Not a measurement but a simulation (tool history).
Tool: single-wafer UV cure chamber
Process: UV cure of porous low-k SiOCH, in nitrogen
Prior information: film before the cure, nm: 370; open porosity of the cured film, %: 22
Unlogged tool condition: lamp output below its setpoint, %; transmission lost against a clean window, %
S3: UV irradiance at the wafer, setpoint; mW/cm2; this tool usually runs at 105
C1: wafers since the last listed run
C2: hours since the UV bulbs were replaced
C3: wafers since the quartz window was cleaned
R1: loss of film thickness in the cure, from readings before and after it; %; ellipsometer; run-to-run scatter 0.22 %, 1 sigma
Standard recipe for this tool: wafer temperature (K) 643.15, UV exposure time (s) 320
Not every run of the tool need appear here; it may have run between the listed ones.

{"run": 1, "hour": 0.0, "wafer temperature (K)": 643.15, "UV exposure time (s)": 320, "S3": 105, "C1": 0, "C2": 1557.4, "C3": 438, "R1": 13.933}
{"run": 2, "hour": 92.0, "wafer temperature (K)": 643.15, "UV exposure time (s)": 320, "S3": 105, "C1": 494, "C2": 1649.4, "C3": 932, "R1": 13.352}
{"run": 3, "hour": 110.0, "wafer temperature (K)": 643.15, "UV exposure time (s)": 320, "S3": 105, "C1": 96, "C2": 1667.4, "C3": 1029, "R1": 13.809}
{"run": 4, "hour": 139.1, "wafer temperature (K)": 643.15, "UV exposure time (s)": 320, "S3": 105, "C1": 156, "C2": 1696.5, "C3": 1186, "R1": 13.393}
{"run": 5, "hour": 164.5, "wafer temperature (K)": 643.15, "UV exposure time (s)": 320, "S3": 105, "C1": 136, "C2": 1721.9, "C3": 1322, "R1": 12.827}
{"run": 6, "hour": 179.6, "wafer temperature (K)": 643.15, "UV exposure time (s)": 320, "S3": 105, "C1": 81, "C2": 1737, "C3": 1404, "R1": 13.025}
{"run": 7, "hour": 212.7, "wafer temperature (K)": 643.15, "UV exposure time (s)": 320, "S3": 118, "C1": 178, "C2": 1770.1, "C3": 1582, "R1": 14.113}
{"run": 8, "hour": 236.4, "wafer temperature (K)": 643.15, "UV exposure time (s)": 320, "S3": 118, "C1": 127, "C2": 1793.8, "C3": 1709, "R1": 13.612}
{"run": 9, "hour": 266.4, "wafer temperature (K)": 643.15, "UV exposure time (s)": 320, "S3": 105, "C1": 161, "C2": 1823.8, "C3": 1871, "R1": 13.028}
{"run": 10, "hour": 278.5, "wafer temperature (K)": 643.15, "UV exposure time (s)": 320, "S3": 105, "C1": 65, "C2": 1835.9, "C3": 1936, "R1": 12.739}
{"run": 11, "hour": 309.3, "wafer temperature (K)": 643.15, "UV exposure time (s)": 320, "S3": 105, "C1": 165, "C2": 1866.7, "C3": 2101, "R1": 12.629}
{"run": 12, "hour": 323.0, "wafer temperature (K)": 628.15, "UV exposure time (s)": 320, "S3": 82, "C1": 73, "C2": 1880.4, "C3": 2175, "R1": 11.428}
{"run": 13, "hour": 342.0, "wafer temperature (K)": 653.15, "UV exposure time (s)": 320, "S3": 105, "C1": 102, "C2": 1899.4, "C3": 2277, "R1": 12.953}
{"hour": 358.9, "done": "UV bulbs replaced"}
{"run": 14, "hour": 360.6, "wafer temperature (K)": 643.15, "UV exposure time (s)": 220, "S3": 92, "C1": 57, "C2": 1.7, "C3": 2334, "R1": 9.937}
{"hour": 390.3, "done": "quartz window cleaned"}
{"run": 15, "hour": 393.3, "wafer temperature (K)": 643.15, "UV exposure time (s)": 320, "S3": 105, "C1": 132, "C2": 34.4, "C3": 15, "R1": 13.586}
{"run": 16, "hour": 425.8, "wafer temperature (K)": 635.15, "UV exposure time (s)": 475, "S3": 141, "C1": 174, "C2": 66.9, "C3": 190, "R1": 17.133}
{"run": 17, "hour": 454.0, "wafer temperature (K)": 649.15, "UV exposure time (s)": 500, "S3": 89, "C1": 151, "C2": 95.1, "C3": 342, "R1": 15.15}
{"run": 18, "hour": 483.1, "wafer temperature (K)": 625.15, "UV exposure time (s)": 135, "S3": 80, "C1": 156, "C2": 124.2, "C3": 498, "R1": 7.984}
{"run": 19, "hour": 497.0, "wafer temperature (K)": 643.15, "UV exposure time (s)": 320, "S3": 75, "C1": 74, "C2": 138.1, "C3": 573, "R1": 12.244}
{"run": 20, "hour": 515.9, "wafer temperature (K)": 643.15, "UV exposure time (s)": 320, "S3": 105, "C1": 101, "C2": 157, "C3": 675, "R1": 13.924}
{"run": 21, "hour": 544.8, "wafer temperature (K)": 655.15, "UV exposure time (s)": 255, "S3": 82, "C1": 155, "C2": 185.9, "C3": 830, "R1": 11.417}

What does the tool deliver on the next run?
{"run": 22, "hour": 578.1, "wafer temperature (K)": 661.15, "UV exposure time (s)": 460, "S3": 71, "C1": 179, "C2": 219.2, "C3": 1009, "R1": "?"}

Run 22 produced R1 13.714 %.
With the hidden condition absent and the run-to-run variation left alone, this run would have shown R1 14.007 %.
